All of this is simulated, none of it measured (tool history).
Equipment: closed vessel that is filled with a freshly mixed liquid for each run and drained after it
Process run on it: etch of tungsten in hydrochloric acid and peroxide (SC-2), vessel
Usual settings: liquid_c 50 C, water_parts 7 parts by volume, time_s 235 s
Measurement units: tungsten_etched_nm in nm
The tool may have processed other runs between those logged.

| run | day | liquid_c | water_parts | time_s | wafers since the last listed run | hours since the thermometer was replaced | hours since the chemicals flow meter was replaced | hours since the drum of peroxide was connected | hours since the gauge calibration | read-back film thickness of the tungsten reference wafer, read on the same gauge (nm) | tungsten_etched_nm |
|---|---|---|---|---|---|---|---|---|---|---|---|
| 1 | 0 | 50 | 7 | 235 | 0 | 617.7 | 2019.3 | 89.6 | 454.1 | 69.99 | 35.82 |
| 2 | 2.054 | 50 | 4 | 235 | 3552 | 667 | 2068.6 | 138.9 | 503.4 | 69.99 | 52.75 |
| 3 | 5.392 | 50 | 4 | 235 | 5772 | 747.1 | 2148.7 | 219 | 583.5 | 70.03 | 52.69 |
| 4 | 8.942 | 50 | 7 | 140 | 6139 | 832.3 | 2233.9 | 304.2 | 668.7 | 70.01 | 20.76 |
|  | 10.146 | new drum of peroxide connected |
| 5 | 13.296 | 50 | 7 | 140 | 7458 | 936.8 | 2338.4 | 75.6 | 773.2 | 70.02 | 21.5 |
| 6 | 15.521 | 50 | 7 | 235 | 3848 | 990.2 | 2391.8 | 129 | 826.6 | 69.98 | 35.26 |
| 7 | 17.983 | 50 | 7 | 235 | 4258 | 1049.3 | 2450.9 | 188.1 | 885.7 | 70 | 36 |
| 8 | 22.008 | 50 | 7 | 235 | 6960 | 1145.9 | 2547.5 | 284.7 | 982.3 | 70 | 34.77 |
| 9 | 26.442 | 50 | 6 | 200 | 7667 | 1252.3 | 2653.9 | 391.1 | 1088.7 | 69.98 | 33.61 |
|  | 28.071 | new drum of peroxide connected |
| 10 | 29.012 | 50 | 7 | 145 | 4374 | 1314 | 2715.6 | 22.6 | 1150.4 | 69.97 | 20.77 |
| 11 | 30.796 | 50 | 7 | 145 | 3084 | 1356.8 | 2758.4 | 65.4 | 1193.2 | 69.99 | 20.2 |
|  | 32.283 | thermometer replaced |
| 12 | 33.112 | 50 | 7 | 235 | 3934 | 19.9 | 2814 | 121 | 1248.8 | 70.01 | 33.33 |
|  | 34.775 | chemicals flow meter replaced |
| 13 | 35.242 | 44 | 7 | 235 | 3610 | 71 | 11.2 | 172.1 | 1299.9 | 70.01 | 21.86 |
|  | 37.442 | gauge calibrated |
| 14 | 39.179 | 44 | 7 | 235 | 6809 | 165.5 | 105.7 | 266.6 | 41.7 | 69.97 | 21.92 |
|  | 40.583 | new drum of peroxide connected, repeated, since the last time left the tool worse |
| 15 | 43.012 | 50 | 7 | 335 | 6557 | 257.5 | 197.7 | 58.3 | 133.7 | 69.99 | 51.04 |
| 16 | 45.971 | 50 | 5.5 | 125 | 5116 | 328.5 | 268.7 | 129.3 | 204.7 | 70.01 | 22.24 |
| 17 | 50.012 | 58 | 10 | 300 | 6989 | 425.5 | 365.7 | 226.3 | 301.7 | 70.02 | 56.52 |
| 18 | 54.462 | 54.5 | 4.5 | 195 | 7696 | 532.3 | 472.5 | 333.1 | 408.5 | 69.99 | 54.18 |
|  | 55.954 | new drum of peroxide connected |
| 19 | 56.592 | 44 | 5.5 | 235 | 3610 | 583.4 | 523.6 | 15.3 | 459.6 | 70.03 | 28.78 |
| 20 | 60.771 | 50 | 7 | 235 | 7227 | 683.7 | 623.9 | 115.6 | 559.9 | 70.02 | 36.06 |
| 21 | 64.562 | 53.5 | 4 | 115 | 6557 | 774.7 | 714.9 | 206.6 | 650.9 | 70 | 33.27 |
| 22 | 66.075 | 57 | 7 | 145 | 2615 | 811 | 751.2 | 242.9 | 687.2 | 70 | 34.37 |
| 23 | 69.933 | 50 | 7 | 235 | 6672 | 903.6 | 843.8 | 335.5 | 779.8 | 70.01 | 34.77 |
|  | 71.825 | new drum of peroxide connected |
| 24 | 77.375 | 50 | 7 | 235 | 12797 | 1082.2 | 1022.4 | 133.2 | 958.4 | 69.97 | 35.12 |
| 25 | 81.146 | 53.5 | 8.5 | 100 | 6521 | 1172.7 | 1112.9 | 223.7 | 1048.9 | 70 | 16.07 |

Here are 5 independent what-if runs from the current tool condition. What would each one return?
| A | 81.175 | 50 | 7 | 235 | 50 | 1173.4 | 1113.6 | 224.4 | 1049.6 | ? | ? |
| B | 81.175 | 43.5 | 9 | 235 | 50 | 1173.4 | 1113.6 | 224.4 | 1049.6 | ? | ? |
| C | 81.175 | 43 | 4 | 115 | 50 | 1173.4 | 1113.6 | 224.4 | 1049.6 | ? | ? |
| D | 81.175 | 50 | 4.5 | 235 | 50 | 1173.4 | 1113.6 | 224.4 | 1049.6 | ? | ? |
| E | 81.175 | 56 | 4 | 185 | 50 | 1173.4 | 1113.6 | 224.4 | 1049.6 | ? | ? |

| run | read-back film thickness of the tungsten reference wafer, read on the same gauge (nm) | tungsten_etched_nm |
|---|---|---|
| A | 70 | 34.92 |
| B | 70 | 18.35 |
| C | 70 | 15.93 |
| D | 70 | 48.4 |
| E | 70 | 61.16 |
Without the tool's hidden state the same runs would have given:
| run | tungsten_etched_nm |
|---|---|
| A | 35.74 |
| B | 18.79 |
| C | 16.28 |
| D | 49.48 |
| E | 62.5 |
